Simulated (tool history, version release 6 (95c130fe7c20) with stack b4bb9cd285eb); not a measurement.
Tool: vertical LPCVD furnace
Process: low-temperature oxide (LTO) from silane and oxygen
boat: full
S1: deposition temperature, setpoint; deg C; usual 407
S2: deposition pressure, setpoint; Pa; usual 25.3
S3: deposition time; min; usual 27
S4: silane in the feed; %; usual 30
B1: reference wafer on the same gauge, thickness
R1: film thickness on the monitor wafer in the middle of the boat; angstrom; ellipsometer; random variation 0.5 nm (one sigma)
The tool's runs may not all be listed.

run    hour   S1    S2    S3  S4      B1      R1
  1       0  407  25.3    27  30  160.03  1567.2
       33.7  -- gauge calibrated
  2    53.5  412  21.3    27  30  159.93  1402.6
  3    96.9  412  21.3    27  30  159.77  1402.4
  4   168.1  407  25.3    27  30  160.04  1571.5
  5   255.1  407  29.3  33.5  30  160.04  2264.9
  6   336.8  407  29.3  33.5  30  159.89  2270.9
  7   373.8  407  29.3  33.5  30  159.96  2267.4
  8   436.2  407    24    27  30  159.93  1504.8
  9   493.5  407    24    27  30  159.93  1504.4
 10   584.1  407    24    27  30  159.98  1500.8
 11   683.4  407  25.3    27  30  159.82  1591.5
 12   770.2  407  25.3    27  30  160.23  1585.5
 13   823.3  407  25.3    27  30  159.86  1584.9
 14   885.7  407  25.3    18  30  159.92  1064.9
 15   976.8  407  25.3    31  30  159.89  1840.1
 16  1047.8  407  25.3    27  30  160.07  1605.7
 17  1118.7  407    24    27  30  159.88  1525.1
     1148.4  -- silane flow controller replaced
     1203.9  -- pressure gauge zeroed
 18  1217.5  401  30.7    22  26  160.09  1149.7
     1308.7  -- thermocouples replaced and temperature profile calibrated
 19  1309.2  403  27.3    27  30  160.05  1606.4
 20  1383.1  407  25.3  21.5  30  159.96  1242.1
     1416.2  -- gauge calibrated
 21  1430.2  418  25.3    27  35  160.08  2182.8
 22  1514.8  407  25.3    27  30  160.11  1559.1
 23    1556  407  25.3    27  30   160.1  1551.4
 24  1667.1  413  20.7  19.5  30  159.95   986.6
 25  1724.2  407  25.3    27  30  160.01  1558.5
 26  1828.4  407  22.7    27  32  159.92  1530.5
 27  1877.3  395  31.3    17  27  160.01   899.3
 28  1967.2  407  25.3    27  26  159.98    1262
 29  2054.5  407  29.3  33.5  30   160.1  2253.3
 30    2109  407  25.3    27  30  160.07  1566.3
 31  2149.5  407  22.7    27  33  160.01  1597.2
 32  2223.3  407    22    27  30  160.07  1355.5

3 ways to go on from here, each from the tool as it stands after run 32. What would each give?
  A  2226.8  407  25.3    27  30   ?   ?
  B  2226.8  404  25.3    27  30   ?   ?
  C  2226.8  407  31.3  17.5  30   ?   ?

run      B1      R1
  A  159.95  1567.8
  B  159.95    1514
  C  159.95  1256.8
Without the tool's hidden state the same runs would have given:
run      R1
  A  1558.8
  B  1505.3
  C  1249.7
